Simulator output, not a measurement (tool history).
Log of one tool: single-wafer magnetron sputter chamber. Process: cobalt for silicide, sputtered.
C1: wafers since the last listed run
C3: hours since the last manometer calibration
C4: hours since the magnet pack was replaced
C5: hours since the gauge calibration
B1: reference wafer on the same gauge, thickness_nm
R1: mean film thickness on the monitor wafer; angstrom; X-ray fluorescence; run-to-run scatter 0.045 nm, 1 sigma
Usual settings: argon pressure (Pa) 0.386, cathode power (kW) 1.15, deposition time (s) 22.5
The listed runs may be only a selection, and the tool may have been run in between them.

run 1 day=0 | argon_pressure_(Pa)=0.386 cathode_power_(kW)=1.15 deposition_time_(s)=22.5 | C1=0 wafers_on_the_sputter_target=3036 C3=1156.3 C4=2829 C5=807.4 | B1=11.914 | R1=136.85
run 2 day=1.612 | argon_pressure_(Pa)=0.386 cathode_power_(kW)=1.15 deposition_time_(s)=22.5 | C1=585 wafers_on_the_sputter_target=3622 C3=1195 C4=2867.7 C5=846.1 | B1=11.901 | R1=136.85
run 3 day=3.742 | argon_pressure_(Pa)=0.386 cathode_power_(kW)=1.15 deposition_time_(s)=22.5 | C1=773 wafers_on_the_sputter_target=4395 C3=1246.1 C4=2918.8 C5=897.2 | B1=11.89 | R1=135.42
-- day=5.8 sputter target and shields replaced
run 4 day=8.179 | argon_pressure_(Pa)=0.386 cathode_power_(kW)=1.15 deposition_time_(s)=23.4 | C1=1491 wafers_on_the_sputter_target=864 C3=1352.6 C4=3025.3 C5=1003.7 | B1=11.895 | R1=143.24
-- day=11 gauge calibrated
run 5 day=11.254 | argon_pressure_(Pa)=0.386 cathode_power_(kW)=1.15 deposition_time_(s)=23.6 | C1=1117 wafers_on_the_sputter_target=1982 C3=1426.4 C4=3099.1 C5=6.1 | B1=11.903 | R1=145.03
run 6 day=14.721 | argon_pressure_(Pa)=0.386 cathode_power_(kW)=1.15 deposition_time_(s)=23.6 | C1=1259 wafers_on_the_sputter_target=3241 C3=1509.6 C4=3182.3 C5=89.3 | B1=11.911 | R1=142.66
run 7 day=17.471 | argon_pressure_(Pa)=0.324 cathode_power_(kW)=1.15 deposition_time_(s)=22.5 | C1=999 wafers_on_the_sputter_target=4241 C3=1575.6 C4=3248.3 C5=155.3 | B1=11.898 | R1=140.37
-- day=20.046 sputter target and shields replaced
run 8 day=20.067 | argon_pressure_(Pa)=0.324 cathode_power_(kW)=1.15 deposition_time_(s)=22.5 | C1=822 wafers_on_the_sputter_target=8 C3=1637.9 C4=3310.6 C5=217.6 | B1=11.903 | R1=137.51
run 9 day=22.062 | argon_pressure_(Pa)=0.386 cathode_power_(kW)=1.15 deposition_time_(s)=22.5 | C1=725 wafers_on_the_sputter_target=733 C3=1685.8 C4=3358.5 C5=265.5 | B1=11.904 | R1=133.12
run 10 day=26.108 | argon_pressure_(Pa)=0.386 cathode_power_(kW)=1.15 deposition_time_(s)=22.5 | C1=1470 wafers_on_the_sputter_target=2203 C3=1782.9 C4=3455.6 C5=362.6 | B1=11.898 | R1=132.28
run 11 day=28.958 | argon_pressure_(Pa)=0.489 cathode_power_(kW)=1 deposition_time_(s)=24.9 | C1=1035 wafers_on_the_sputter_target=3239 C3=1851.3 C4=3524 C5=431 | B1=11.894 | R1=125.94
-- day=29.654 sputter target and shields replaced, repeated, since the last time left the tool worse
run 12 day=31.65 | argon_pressure_(Pa)=0.461 cathode_power_(kW)=1 deposition_time_(s)=25.5 | C1=856 wafers_on_the_sputter_target=725 C3=1915.9 C4=3588.6 C5=495.6 | B1=11.9 | R1=137.5
run 13 day=33.829 | argon_pressure_(Pa)=0.462 cathode_power_(kW)=1.05 deposition_time_(s)=22.5 | C1=791 wafers_on_the_sputter_target=1517 C3=1968.2 C4=3640.9 C5=547.9 | B1=11.898 | R1=124.8
-- day=36.008 magnet pack replaced
run 14 day=37.95 | argon_pressure_(Pa)=0.517 cathode_power_(kW)=1.25 deposition_time_(s)=20.9 | C1=1376 wafers_on_the_sputter_target=2894 C3=2067.1 C4=46.6 C5=646.8 | B1=11.894 | R1=127.19
run 15 day=40.196 | argon_pressure_(Pa)=0.386 cathode_power_(kW)=1.15 deposition_time_(s)=22.5 | C1=816 wafers_on_the_sputter_target=3710 C3=2121 C4=100.5 C5=700.7 | B1=11.897 | R1=136.96
run 16 day=44.567 | argon_pressure_(Pa)=0.489 cathode_power_(kW)=1.15 deposition_time_(s)=25 | C1=1588 wafers_on_the_sputter_target=5298 C3=2225.9 C4=205.4 C5=805.6 | B1=11.89 | R1=143.3
-- day=45.142 capacitance manometer re-zeroed and calibrated
-- day=46.683 gauge calibrated
-- day=48.025 sputter target and shields replaced
run 17 day=48.571 | argon_pressure_(Pa)=0.313 cathode_power_(kW)=0.95 deposition_time_(s)=26.7 | C1=1212 wafers_on_the_sputter_target=198 C3=82.3 C4=301.5 C5=45.3 | B1=11.9 | R1=148.74
run 18 day=51.425 | argon_pressure_(Pa)=0.386 cathode_power_(kW)=1.15 deposition_time_(s)=22.5 | C1=1037 wafers_on_the_sputter_target=1236 C3=150.8 C4=370 C5=113.8 | B1=11.906 | R1=136.77
run 19 day=55.071 | argon_pressure_(Pa)=0.386 cathode_power_(kW)=1.15 deposition_time_(s)=22.5 | C1=1324 wafers_on_the_sputter_target=2560 C3=238.3 C4=457.5 C5=201.3 | B1=11.909 | R1=137.52
run 20 day=56.596 | argon_pressure_(Pa)=0.278 cathode_power_(kW)=1.35 deposition_time_(s)=20 | C1=554 wafers_on_the_sputter_target=3115 C3=274.9 C4=494.1 C5=237.9 | B1=11.914 | R1=142.36
run 21 day=60.042 | argon_pressure_(Pa)=0.386 cathode_power_(kW)=1.15 deposition_time_(s)=26 | C1=1252 wafers_on_the_sputter_target=4367 C3=357.6 C4=576.8 C5=320.6 | B1=11.894 | R1=157.38

Forecast each of these 4 alternatives for the next run:
run A day=60.058 | argon_pressure_(Pa)=0.386 cathode_power_(kW)=1.15 deposition_time_(s)=25.3 | C1=6 wafers_on_the_sputter_target=4373 C3=358 C4=577.2 C5=321 | B1=? | R1=?
run B day=60.058 | argon_pressure_(Pa)=0.386 cathode_power_(kW)=0.9 deposition_time_(s)=24.6 | C1=6 wafers_on_the_sputter_target=4373 C3=358 C4=577.2 C5=321 | B1=? | R1=?
run C day=60.058 | argon_pressure_(Pa)=0.386 cathode_power_(kW)=1.15 deposition_time_(s)=19.6 | C1=6 wafers_on_the_sputter_target=4373 C3=358 C4=577.2 C5=321 | B1=? | R1=?
run D day=60.058 | argon_pressure_(Pa)=0.46 cathode_power_(kW)=1.05 deposition_time_(s)=20.4 | C1=6 wafers_on_the_sputter_target=4373 C3=358 C4=577.2 C5=321 | B1=? | R1=?

run=A B1=11.907 R1=152.66
run=B B1=11.907 R1=125.96
run=C B1=11.907 R1=118.27
run=D B1=11.907 R1=111.88
With the hidden condition removed and each run's random variation left untouched, the same runs would have given:
run=A R1=155.85
run=B R1=128.59
run=C R1=120.73
run=D R1=114.21
